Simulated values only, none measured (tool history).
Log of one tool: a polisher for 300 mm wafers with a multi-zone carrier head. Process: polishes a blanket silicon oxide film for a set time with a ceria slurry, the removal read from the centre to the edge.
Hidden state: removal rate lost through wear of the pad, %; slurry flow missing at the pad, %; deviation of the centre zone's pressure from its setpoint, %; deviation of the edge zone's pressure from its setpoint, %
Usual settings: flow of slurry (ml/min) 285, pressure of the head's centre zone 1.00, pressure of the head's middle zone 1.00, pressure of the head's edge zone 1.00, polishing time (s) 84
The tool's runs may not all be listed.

| run | hour | flow of slurry (ml/min) | pressure of the head's centre zone | pressure of the head's middle zone | pressure of the head's edge zone | polishing time (s) | wafers since the last listed run | wafers polished on this pad | hours since the slurry nozzle was cleaned | hours since the centre zone pressure was calibrated | hours since the edge zone pressure was calibrated | hours since the carrier head's membrane was replaced | incoming thickness of the incoming film, nm | film removed at the wafer's centre (nm) | film removed at mid-radius (nm) | film removed at the wafer's edge (nm) |
|---|---|---|---|---|---|---|---|---|---|---|---|---|---|---|---|---|
| 1 | 0.0 | 285 | 1.00 | 1.00 | 1.00 | 84 | 0 | 1378 | 32.3 | 824.7 | 242.6 | 477.0 | 967.9 | 393.5 | 387.2 | 403.9 |
|  | 32.7 | worn pad replaced by a new one |
| 2 | 46.9 | 285 | 1.00 | 1.00 | 1.00 | 84 | 297 | 98 | 79.2 | 871.6 | 289.5 | 523.9 | 975.9 | 391.3 | 393.5 | 398.8 |
| 3 | 63.4 | 285 | 1.00 | 1.00 | 1.00 | 84 | 114 | 213 | 95.7 | 888.1 | 306.0 | 540.4 | 983.1 | 393.2 | 388.6 | 404.4 |
| 4 | 81.1 | 285 | 1.04 | 0.91 | 0.94 | 57 | 122 | 335 | 113.4 | 905.8 | 323.7 | 558.1 | 961.9 | 273.6 | 243.0 | 265.4 |
| 5 | 88.4 | 285 | 1.00 | 1.00 | 1.00 | 84 | 50 | 386 | 120.7 | 913.1 | 331.0 | 565.4 | 967.3 | 386.8 | 386.0 | 396.9 |
| 6 | 95.3 | 285 | 0.95 | 1.00 | 1.03 | 84 | 47 | 434 | 127.6 | 920.0 | 337.9 | 572.3 | 967.1 | 374.2 | 397.1 | 409.5 |
| 7 | 120.8 | 285 | 0.89 | 1.00 | 1.00 | 68 | 177 | 611 | 153.1 | 945.5 | 363.4 | 597.8 | 964.2 | 289.7 | 320.0 | 325.9 |
| 8 | 137.2 | 285 | 1.00 | 1.00 | 1.00 | 109 | 113 | 725 | 169.5 | 961.9 | 379.8 | 614.2 | 977.5 | 509.0 | 511.5 | 522.1 |
| 9 | 145.7 | 285 | 1.00 | 1.00 | 0.91 | 103 | 59 | 784 | 178.0 | 970.4 | 388.3 | 622.7 | 984.8 | 481.4 | 478.2 | 478.1 |
|  | 153.8 | centre zone pressure recalibrated |
| 10 | 161.3 | 285 | 1.00 | 1.00 | 1.00 | 84 | 94 | 878 | 193.6 | 7.5 | 403.9 | 638.3 | 964.1 | 386.6 | 396.2 | 404.1 |
|  | 172.4 | carrier head's membrane replaced by a new one |
| 11 | 173.5 | 285 | 1.00 | 1.00 | 1.00 | 84 | 49 | 928 | 205.8 | 19.7 | 416.1 | 1.1 | 955.7 | 393.3 | 386.4 | 406.5 |
| 12 | 186.3 | 285 | 1.08 | 0.93 | 1.00 | 84 | 88 | 1017 | 218.6 | 32.5 | 428.9 | 13.9 | 958.5 | 416.7 | 361.3 | 403.7 |
| 13 | 197.0 | 190 | 1.06 | 1.00 | 1.00 | 84 | 74 | 1092 | 229.3 | 43.2 | 439.6 | 24.6 | 982.9 | 384.8 | 364.6 | 389.0 |
|  | 209.6 | edge zone pressure recalibrated |
| 14 | 210.1 | 285 | 1.00 | 1.00 | 1.11 | 84 | 77 | 1169 | 242.4 | 56.3 | 0.5 | 37.7 | 967.8 | 390.2 | 397.3 | 421.0 |
|  | 211.4 | slurry nozzle cleaned |
| 15 | 225.0 | 365 | 0.93 | 1.00 | 1.00 | 64 | 96 | 1265 | 13.6 | 71.2 | 15.4 | 52.6 | 978.4 | 289.4 | 306.9 | 313.2 |
| 16 | 236.0 | 285 | 1.00 | 0.92 | 1.00 | 84 | 76 | 1342 | 24.6 | 82.2 | 26.4 | 63.6 | 988.2 | 391.5 | 363.9 | 395.8 |
| 17 | 246.1 | 375 | 0.96 | 1.00 | 1.00 | 84 | 70 | 1412 | 34.7 | 92.3 | 36.5 | 73.7 | 973.9 | 389.5 | 408.2 | 412.7 |
|  | 264.4 | worn pad replaced by a new one |
| 18 | 277.2 | 285 | 1.00 | 1.00 | 1.00 | 84 | 188 | 88 | 65.8 | 123.4 | 67.6 | 104.8 | 977.8 | 392.5 | 389.8 | 400.6 |
| 19 | 287.5 | 285 | 1.00 | 1.00 | 1.00 | 111 | 71 | 160 | 76.1 | 133.7 | 77.9 | 115.1 | 962.9 | 518.9 | 518.6 | 522.4 |
| 20 | 297.9 | 285 | 1.00 | 1.00 | 1.08 | 84 | 72 | 232 | 86.5 | 144.1 | 88.3 | 125.5 | 966.9 | 391.4 | 393.8 | 413.0 |
| 21 | 313.0 | 185 | 1.10 | 1.00 | 1.00 | 92 | 104 | 337 | 101.6 | 159.2 | 103.4 | 140.6 | 961.7 | 432.5 | 404.4 | 416.4 |
| 22 | 321.0 | 205 | 1.00 | 0.89 | 1.07 | 84 | 55 | 392 | 109.6 | 167.2 | 111.4 | 148.6 | 948.6 | 376.2 | 335.9 | 404.6 |
| 23 | 334.1 | 250 | 1.00 | 1.00 | 0.89 | 84 | 90 | 483 | 122.7 | 180.3 | 124.5 | 161.7 | 957.6 | 382.8 | 387.9 | 374.7 |

Forecast each of these 3 alternatives for the next run:
| A | 334.5 | 200 | 1.00 | 1.00 | 1.00 | 84 | 2 | 486 | 123.1 | 180.7 | 124.9 | 162.1 | 972.9 | ? | ? | ? |
| B | 334.5 | 285 | 1.00 | 1.00 | 0.92 | 84 | 2 | 486 | 123.1 | 180.7 | 124.9 | 162.1 | 972.9 | ? | ? | ? |
| C | 334.5 | 320 | 1.00 | 1.00 | 1.10 | 84 | 2 | 486 | 123.1 | 180.7 | 124.9 | 162.1 | 972.9 | ? | ? | ? |

| run | film removed at the wafer's centre (nm) | film removed at mid-radius (nm) | film removed at the wafer's edge (nm) |
|---|---|---|---|
| A | 370.7 | 372.4 | 394.4 |
| B | 390.3 | 390.2 | 393.0 |
| C | 395.4 | 394.7 | 431.3 |
Without the tool's hidden state the same runs would have given:
| run | film removed at the wafer's centre (nm) | film removed at mid-radius (nm) | film removed at the wafer's edge (nm) |
|---|---|---|---|
| A | 370.7 | 372.4 | 394.4 |
| B | 390.3 | 390.2 | 393.0 |
| C | 395.4 | 394.7 | 431.3 |

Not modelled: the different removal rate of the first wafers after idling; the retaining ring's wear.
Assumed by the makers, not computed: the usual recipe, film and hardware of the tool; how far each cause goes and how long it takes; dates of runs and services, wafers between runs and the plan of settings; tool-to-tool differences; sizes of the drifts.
